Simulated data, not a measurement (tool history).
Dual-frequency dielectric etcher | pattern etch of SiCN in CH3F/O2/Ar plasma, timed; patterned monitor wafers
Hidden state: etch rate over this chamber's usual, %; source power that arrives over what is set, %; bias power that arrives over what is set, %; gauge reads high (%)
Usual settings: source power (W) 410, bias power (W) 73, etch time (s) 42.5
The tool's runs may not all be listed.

run,hour,source power (W),bias power (W),etch time (s),wafers since the last listed run,hours since the last wet clean,hours since the last source power generator calibration,hours since the last bias power generator calibration,hours since the last upper electrode change,hours since the gauge calibration,"read-back reference wafer on the same gauge, depth_nm",mean etch depth across the wafer (angstrom)
1,0.0,410,81,42.5,0,271.5,3390.4,4501.9,4021.3,848.0,19.17,190.7
2,13.4,410,73,35.0,122,284.9,3403.8,4515.3,4034.7,861.4,19.21,147.5
3,36.8,410,73,35.0,213,308.3,3427.2,4538.7,4058.1,884.8,19.20,148.7
4,95.4,490,73,35.5,534,366.9,3485.8,4597.3,4116.7,943.4,19.21,160.2
5,117.4,490,73,35.5,200,388.9,3507.8,4619.3,4138.7,965.4,19.20,160.8
# hour 151.2: wet clean of the chamber
6,155.5,410,73,42.5,128,4.3,3545.9,4657.4,4176.8,1003.5,19.19,174.0
7,182.3,410,73,42.5,244,31.1,3572.7,4684.2,4203.6,1030.3,19.21,175.4
# hour 211.0: upper electrode replaced
8,211.5,410,73,42.5,47,60.3,3601.9,4713.4,0.5,1059.5,19.18,174.1
9,217.6,410,78,42.5,55,66.4,3608.0,4719.5,6.6,1065.6,19.21,180.2
# hour 229.9: source power generator calibrated
10,241.6,470,68,42.5,182,90.4,11.7,4743.5,30.6,1089.6,19.18,176.1
11,266.0,410,73,42.5,222,114.8,36.1,4767.9,55.0,1114.0,19.21,177.2
# hour 271.2: gauge calibrated
# hour 282.1: bias power generator calibrated
12,287.2,410,68,46.0,157,136.0,57.3,5.1,76.2,16.0,19.19,184.2
13,299.7,410,73,42.5,114,148.5,69.8,17.6,88.7,28.5,19.20,175.8
14,326.0,370,73,42.5,240,174.8,96.1,43.9,115.0,54.8,19.20,171.1
15,361.7,410,73,42.5,325,210.5,131.8,79.6,150.7,90.5,19.20,178.7
16,378.9,350,81,42.5,157,227.7,149.0,96.8,167.9,107.7,19.22,181.8
17,404.7,320,66,46.0,235,253.5,174.8,122.6,193.7,133.5,19.18,172.4
18,421.6,410,73,42.5,154,270.4,191.7,139.5,210.6,150.4,19.19,180.4
19,438.5,410,88,42.5,154,287.3,208.6,156.4,227.5,167.3,19.22,201.1
20,470.9,330,58,52.5,295,319.7,241.0,188.8,259.9,199.7,19.20,182.2
21,488.6,410,73,42.5,161,337.4,258.7,206.5,277.6,217.4,19.21,179.7
# hour 525.5: wet clean of the chamber
22,526.0,410,73,42.5,122,0.5,296.1,243.9,315.0,254.8,19.20,176.2
23,531.7,330,60,52.0,52,6.2,301.8,249.6,320.7,260.5,19.19,181.6
24,611.3,410,57,34.0,726,85.8,381.4,329.2,400.3,340.1,19.17,121.8
25,642.5,490,62,37.5,284,117.0,412.6,360.4,431.5,371.3,19.18,150.7
26,665.8,350,73,49.5,212,140.3,435.9,383.7,454.8,394.6,19.20,196.8
27,692.5,410,83,49.0,243,167.0,462.6,410.4,481.5,421.3,19.19,221.9
28,723.7,340,57,54.0,284,198.2,493.8,441.6,512.7,452.5,19.20,187.6
29,758.4,410,73,33.5,316,232.9,528.5,476.3,547.4,487.2,19.20,142.1
30,781.5,450,73,42.5,210,256.0,551.6,499.4,570.5,510.3,19.18,185.4

The tool's hidden state at each run:
source power that arrives over what is set, %: 0 in every run
bias power that arrives over what is set, %: 0 in every run
gauge reads high (%): 0 in every run
H1: etch rate over this chamber's usual, %
run,H1
1,3.12
2,3.29
3,3.58
4,4.3
5,4.57
6,0.0509
7,0.381
8,0.74
9,0.815
10,1.11
11,1.41
12,1.67
13,1.82
14,2.15
15,2.59
16,2.8
17,3.12
18,3.32
19,3.53
20,3.93
21,4.15
22,0.728
23,0.798
24,1.78
25,2.16
26,2.45
27,2.78
28,3.16
29,3.59
30,3.87
